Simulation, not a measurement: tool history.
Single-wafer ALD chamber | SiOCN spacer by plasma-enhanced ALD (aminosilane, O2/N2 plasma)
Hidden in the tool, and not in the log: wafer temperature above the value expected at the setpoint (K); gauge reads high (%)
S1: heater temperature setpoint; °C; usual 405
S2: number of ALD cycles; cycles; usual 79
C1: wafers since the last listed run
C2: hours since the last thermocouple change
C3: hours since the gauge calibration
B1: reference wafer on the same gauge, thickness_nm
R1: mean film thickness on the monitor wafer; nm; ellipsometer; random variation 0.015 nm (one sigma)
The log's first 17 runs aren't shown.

Run 18, hour 885: usual settings but S1 409 °C; C1 189; C2 1240.8; C3 1674.5; B1 4.914. Result: R1 5.031 nm.
Run 19, hour 948.5: usual settings but S1 409 °C; C1 234; C2 1304.3; C3 1738; B1 4.914. Result: R1 5.073 nm.
Run 20, hour 1014.3: usual settings; C1 243; C2 1370.1; C3 1803.8; B1 4.905. Result: R1 5.097 nm.
At hour 1068.8: gauge calibrated.
Run 21, hour 1070: usual settings but S1 400 °C, S2 73 cycles; C1 205; C2 1425.8; C3 1.2; B1 4.913. Result: R1 4.726 nm.
Run 22, hour 1106.9: usual settings but S1 396 °C, S2 68 cycles; C1 136; C2 1462.7; C3 38.1; B1 4.915. Result: R1 4.397 nm.
Run 23, hour 1139.1: usual settings but S1 409 °C; C1 118; C2 1494.9; C3 70.3; B1 4.911. Result: R1 5.063 nm.
Run 24, hour 1205.5: usual settings but S1 392 °C, S2 69 cycles; C1 245; C2 1561.3; C3 136.7; B1 4.912. Result: R1 4.481 nm.
Run 25, hour 1259.2: usual settings but S1 416 °C; C1 198; C2 1615; C3 190.4; B1 4.901. Result: R1 4.976 nm.
At hour 1310.3: thermocouple changed; heater temperature recalibrated.
Run 26, hour 1390.6: usual settings but S1 409 °C, S2 92 cycles; C1 456; C2 80.3; C3 321.8; B1 4.917. Result: R1 5.799 nm.
Run 27, hour 1448.1: usual settings; C1 212; C2 137.8; C3 379.3; B1 4.912. Result: R1 5.031 nm.
Run 28, hour 1483.6: usual settings but S2 88 cycles; C1 131; C2 173.3; C3 414.8; B1 4.908. Result: R1 5.614 nm.
Run 29, hour 1540.1: usual settings; C1 208; C2 229.8; C3 471.3; B1 4.912. Result: R1 5.063 nm.
Run 30, hour 1598: usual settings but S1 415 °C, S2 84 cycles; C1 213; C2 287.7; C3 529.2; B1 4.913. Result: R1 5.222 nm.
Run 31, hour 1658.1: usual settings; C1 222; C2 347.8; C3 589.3; B1 4.909. Result: R1 5.068 nm.
Run 32, hour 1690.3: usual settings; C1 118; C2 380; C3 621.5; B1 4.909. Result: R1 5.094 nm.
Run 33, hour 1748.4: usual settings but S1 391 °C, S2 92 cycles; C1 214; C2 438.1; C3 679.6; B1 4.908. Result: R1 5.952 nm.
Run 34, hour 1788.4: usual settings but S1 416 °C, S2 73 cycles; C1 147; C2 478.1; C3 719.6; B1 4.911. Result: R1 4.508 nm.
Run 35, hour 1829.5: usual settings; C1 151; C2 519.2; C3 760.7; B1 4.912. Result: R1 5.059 nm.
Run 36, hour 1867.2: usual settings; C1 139; C2 556.9; C3 798.4; B1 4.908. Result: R1 5.069 nm.
Run 37, hour 1920.1: usual settings but S1 393 °C; C1 195; C2 609.8; C3 851.3; B1 4.917. Result: R1 5.089 nm.
Run 38, hour 1946.6: usual settings but S1 412 °C, S2 74 cycles; C1 97; C2 636.3; C3 877.8; B1 4.91. Result: R1 4.659 nm.
Run 39, hour 2007.3: usual settings but S1 394 °C; C1 224; C2 697; C3 938.5; B1 4.903. Result: R1 5.124 nm.
Run 40, hour 2042.3: usual settings but S1 411 °C; C1 129; C2 732; C3 973.5; B1 4.908. Result: R1 5.016 nm.
Run 41, hour 2089.7: usual settings but S1 411 °C, S2 69 cycles; C1 175; C2 779.4; C3 1020.9; B1 4.91. Result: R1 4.39 nm.
Run 42, hour 2119.5: usual settings; C1 110; C2 809.2; C3 1050.7; B1 4.919. Result: R1 5.09 nm.

4 ways to go on from here, each from the tool as it stands after run 42. What would each give?
Run A, hour 2120.1: usual settings but S2 68 cycles; C1 2; C2 809.8; C3 1051.3; B1 ?. Result: R1 ?.
Run B, hour 2120.1: usual settings but S1 399 °C, S2 86 cycles; C1 2; C2 809.8; C3 1051.3; B1 ?. Result: R1 ?.
Run C, hour 2120.1: usual settings but S1 400 °C, S2 74 cycles; C1 2; C2 809.8; C3 1051.3; B1 ?. Result: R1 ?.
Run D, hour 2120.1: usual settings but S2 86 cycles; C1 2; C2 809.8; C3 1051.3; B1 ?. Result: R1 ?.

run     B1     R1
  A  4.915  4.378
  B  4.915  5.559
  C  4.915  4.783
  D  4.915  5.537
Without the tool's hidden state the same runs would have given:
run     R1
  A  4.329
  B  5.559
  C  4.783
  D  5.476
